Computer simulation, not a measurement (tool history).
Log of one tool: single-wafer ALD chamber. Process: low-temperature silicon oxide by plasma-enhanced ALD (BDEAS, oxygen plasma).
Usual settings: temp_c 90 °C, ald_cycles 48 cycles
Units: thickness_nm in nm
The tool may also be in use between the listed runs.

| run | hour | temp_c | ald_cycles | wafers since the last listed run | hours since the last thermocouple change | hours since the gauge calibration | read-back reference wafer on the same gauge, thickness_nm | thickness_nm |
|---|---|---|---|---|---|---|---|---|
| 1 | 0 | 90 | 48 | 0 | 697.4 | 99.7 | 5.992 | 6.945 |
| 2 | 14.7 | 90 | 48 | 129 | 712.1 | 114.4 | 5.992 | 6.908 |
| 3 | 21.3 | 90 | 48 | 58 | 718.7 | 121 | 5.99 | 6.883 |
| 4 | 33.9 | 90 | 48 | 110 | 731.3 | 133.6 | 5.989 | 6.946 |
| 5 | 47.2 | 90 | 48 | 116 | 744.6 | 146.9 | 5.992 | 6.913 |
| 6 | 54.6 | 90 | 48 | 65 | 752 | 154.3 | 5.99 | 6.892 |
| 7 | 70.8 | 90 | 48 | 142 | 768.2 | 170.5 | 5.989 | 6.86 |
| 8 | 85.9 | 90 | 48 | 132 | 783.3 | 185.6 | 5.99 | 6.889 |
| 9 | 98.7 | 90 | 48 | 112 | 796.1 | 198.4 | 5.987 | 6.894 |
| 10 | 116.6 | 90 | 48 | 157 | 814 | 216.3 | 5.989 | 6.88 |
|  | 129.8 | thermocouple changed; heater temperature recalibrated |
| 11 | 131 | 90 | 48 | 56 | 1.2 | 230.7 | 5.99 | 7.009 |
| 12 | 138.6 | 90 | 41 | 66 | 8.8 | 238.3 | 5.985 | 6.017 |
| 13 | 147 | 90 | 48 | 73 | 17.2 | 246.7 | 5.988 | 7.031 |
| 14 | 157.1 | 90 | 48 | 88 | 27.3 | 256.8 | 5.988 | 6.991 |
| 15 | 174.8 | 96 | 40 | 155 | 45 | 274.5 | 5.99 | 5.717 |
| 16 | 197.3 | 90 | 51 | 197 | 67.5 | 297 | 5.99 | 7.437 |
| 17 | 215.2 | 102 | 44 | 157 | 85.4 | 314.9 | 5.987 | 6.191 |
|  | 234.4 | gauge calibrated |
| 18 | 261.2 | 80 | 52 | 404 | 131.4 | 26.8 | 5.988 | 7.854 |
| 19 | 274.6 | 90 | 48 | 117 | 144.8 | 40.2 | 5.989 | 6.973 |

Forecast run 20:
| 20 | 284.8 | 90 | 48 | 89 | 155 | 50.4 | ? | ? |

read-back reference wafer on the same gauge, thickness_nm: 5.99
thickness_nm: 6.967 nm
Without the tool's hidden state the same run would have given thickness_nm 6.99 nm.
